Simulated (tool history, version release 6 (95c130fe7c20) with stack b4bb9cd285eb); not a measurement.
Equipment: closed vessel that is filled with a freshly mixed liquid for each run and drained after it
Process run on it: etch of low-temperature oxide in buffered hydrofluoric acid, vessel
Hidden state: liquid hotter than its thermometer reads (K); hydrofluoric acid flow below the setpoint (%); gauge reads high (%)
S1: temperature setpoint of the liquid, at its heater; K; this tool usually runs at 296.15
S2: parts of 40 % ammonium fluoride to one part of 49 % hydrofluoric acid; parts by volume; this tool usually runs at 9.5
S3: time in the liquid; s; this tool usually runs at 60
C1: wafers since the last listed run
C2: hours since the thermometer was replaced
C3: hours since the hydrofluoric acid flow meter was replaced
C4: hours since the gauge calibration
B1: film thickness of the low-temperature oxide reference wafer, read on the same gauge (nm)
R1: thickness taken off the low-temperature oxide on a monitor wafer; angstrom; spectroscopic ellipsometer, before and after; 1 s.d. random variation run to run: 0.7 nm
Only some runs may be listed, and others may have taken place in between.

run   hour      S1    S2  S3    C1      C2      C3     C4     B1      R1
  1    0.0  296.15   9.5  60     0  2040.9  1245.8   83.5  90.03  1746.7
  2   35.2  296.15   9.5  60  4469  2076.1  1281.0  118.7  89.96  1745.7
  3   49.6  296.15   9.5  60  1828  2090.5  1295.4  133.1  89.94  1735.3
  4   64.9  296.15   9.5  60  1942  2105.8  1310.7  148.4  90.00  1737.3
  5   93.7  296.15   9.5  50  3656  2134.6  1339.5  177.2  89.99  1449.8
  6  120.0  296.15   9.5  50  3339  2160.9  1365.8  203.5  90.00  1448.1
  7  133.8  296.15   9.5  50  1752  2174.7  1379.6  217.3  89.98  1451.4
     154.4  -- hydrofluoric acid flow meter replaced
  8  158.0  298.65  10.5  90  2945  2198.9     3.6  241.5  90.02  2766.1
  9  175.0  292.15  10.5  60  2158  2215.9    20.6  258.5  90.03  1289.7
 10  202.6  296.15   9.5  60  3504  2243.5    48.2  286.1  90.03  1747.1
 11  215.3  301.15  11.0  80  1612  2256.2    60.9  298.8  89.95  2669.8
     257.7  -- thermometer replaced
     269.3  -- gauge calibrated
 12  287.5  294.65  11.5  90  9040    29.8   133.1   18.2  89.99  2045.3
 13  316.9  300.65   9.5  60  3732    59.2   162.5   47.6  90.04  2210.5
 14  344.4  296.15   6.0  60  3491    86.7   190.0   75.1  90.01  2676.9

For each run, what was the tool's unlogged condition?
liquid hotter than its thermometer reads (K): 0 across all the runs
hydrofluoric acid flow below the setpoint (%): 0 across all the runs
gauge reads high (%): 0 across all the runs
